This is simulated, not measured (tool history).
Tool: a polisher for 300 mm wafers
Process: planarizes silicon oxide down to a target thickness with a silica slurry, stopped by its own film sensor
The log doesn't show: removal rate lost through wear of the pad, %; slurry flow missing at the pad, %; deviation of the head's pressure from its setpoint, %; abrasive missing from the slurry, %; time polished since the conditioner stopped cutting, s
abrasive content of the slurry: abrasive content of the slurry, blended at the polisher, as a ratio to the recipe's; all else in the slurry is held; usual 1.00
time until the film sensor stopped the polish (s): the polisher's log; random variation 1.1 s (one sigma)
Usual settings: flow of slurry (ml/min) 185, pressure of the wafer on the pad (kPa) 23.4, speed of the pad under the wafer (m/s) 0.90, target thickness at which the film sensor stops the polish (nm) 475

run,hour,flow of slurry (ml/min),pressure of the wafer on the pad (kPa),speed of the pad under the wafer (m/s),abrasive content of the slurry,target thickness at which the film sensor stops the polish (nm),wafers since the last listed run,wafers polished on this pad,hours since the slurry nozzle was cleaned,hours since the head pressure was calibrated,hours since the slurry blender was calibrated,hours since the conditioning disc was replaced,"incoming thickness of the incoming film, nm",time until the film sensor stopped the polish (s)
1,0.0,185,23.4,0.90,1.00,475,0,179,249.5,1187.8,26.7,43.8,723.7,96.1
2,14.5,185,23.4,0.90,1.00,475,81,260,264.0,1202.3,41.2,58.3,706.0,87.4
3,22.7,185,23.4,0.90,1.00,475,46,306,272.2,1210.5,49.4,66.5,708.4,88.2
4,39.5,185,23.4,0.90,1.00,475,94,401,289.0,1227.3,66.2,83.3,710.0,89.3
5,50.7,185,19.3,0.90,0.85,475,63,464,300.2,1238.5,77.4,94.5,705.8,120.9
6,67.0,185,23.4,0.90,1.00,475,91,556,316.5,1254.8,93.7,110.8,721.0,93.1
7,80.1,185,23.4,0.90,1.00,475,73,629,329.6,1267.9,106.8,123.9,718.8,94.7
# hour 97.7: conditioning disc replaced and pad reconditioned
8,98.2,185,23.4,0.90,1.00,475,90,720,347.7,1286.0,124.9,0.5,716.3,95.2
# hour 104.3: head pressure recalibrated
9,108.3,185,23.4,0.90,1.00,475,45,766,357.8,4.0,135.0,10.6,711.9,91.1
10,123.7,185,23.4,0.90,1.00,475,86,852,373.2,19.4,150.4,26.0,716.7,94.7
# hour 131.1: slurry blender recalibrated
11,141.2,185,23.4,0.90,1.00,475,87,940,390.7,36.9,10.1,43.5,711.1,92.7
# hour 148.0: worn pad replaced by a new one
12,153.1,185,20.0,1.06,1.10,475,44,28,402.6,48.8,22.0,55.4,715.0,95.1
13,161.1,185,29.0,0.90,0.90,525,45,73,410.6,56.8,30.0,63.4,710.8,64.4
14,169.6,185,23.4,0.90,1.00,475,47,121,419.1,65.3,38.5,71.9,707.2,92.5
15,177.3,185,23.4,0.90,1.00,475,43,164,426.8,73.0,46.2,79.6,720.8,97.6
16,187.4,185,23.4,0.90,1.25,475,56,221,436.9,83.1,56.3,89.7,711.4,81.8
# hour 195.7: slurry nozzle cleaned
17,199.8,240,23.4,0.90,1.10,449,64,285,4.1,95.5,68.7,102.1,709.7,85.8
18,209.1,185,19.3,0.90,0.85,475,52,338,13.4,104.8,78.0,111.4,704.0,113.7
19,221.1,185,23.4,0.90,0.85,475,67,405,25.4,116.8,90.0,123.4,720.3,99.9
20,232.5,185,23.4,0.90,0.90,475,64,469,36.8,128.2,101.4,134.8,708.0,93.8
21,245.3,185,16.5,0.64,0.75,406,72,541,49.6,141.0,114.2,147.6,701.0,231.0
22,255.9,185,23.4,0.90,1.00,515,59,601,60.2,151.6,124.8,158.2,696.5,67.5
# hour 259.3: conditioning disc replaced and pad reconditioned
23,271.1,185,23.4,0.90,1.00,475,74,675,75.4,166.8,140.0,11.8,711.8,86.8

Hidden state at the last listed run before each entry between runs and at the first one after, where it differs:
Between runs 7 and 8: conditioning disc replaced and pad reconditioned (hour 97.7)
  slurry flow missing at the pad, %: 27.6 -> 29.1
  measured less the result without the state, time until the film sensor stopped the polish (s): +5.6 -> +6.1
Between runs 8 and 9: head pressure recalibrated (hour 104.3)
  slurry flow missing at the pad, %: 29.1 -> 29.9
  measured less the result without the state, time until the film sensor stopped the polish (s): +6.1 -> +6.1
Between runs 10 and 11: slurry blender recalibrated (hour 131.1)
  slurry flow missing at the pad, %: 31.2 -> 32.6
  measured less the result without the state, time until the film sensor stopped the polish (s): +6.7 -> +7.0
Between runs 11 and 12: worn pad replaced by a new one (hour 148.0)
  slurry flow missing at the pad, %: 32.6 -> 33.5
  measured less the result without the state, time until the film sensor stopped the polish (s): +7.0 -> +7.6
Between runs 16 and 17: slurry nozzle cleaned (hour 195.7)
  slurry flow missing at the pad, %: 36.3 -> 4.03
  measured less the result without the state, time until the film sensor stopped the polish (s): +7.3 -> +0.4
Between runs 22 and 23: conditioning disc replaced and pad reconditioned (hour 259.3)
  slurry flow missing at the pad, %: 8.55 -> 9.78
  measured less the result without the state, time until the film sensor stopped the polish (s): +1.0 -> +1.5

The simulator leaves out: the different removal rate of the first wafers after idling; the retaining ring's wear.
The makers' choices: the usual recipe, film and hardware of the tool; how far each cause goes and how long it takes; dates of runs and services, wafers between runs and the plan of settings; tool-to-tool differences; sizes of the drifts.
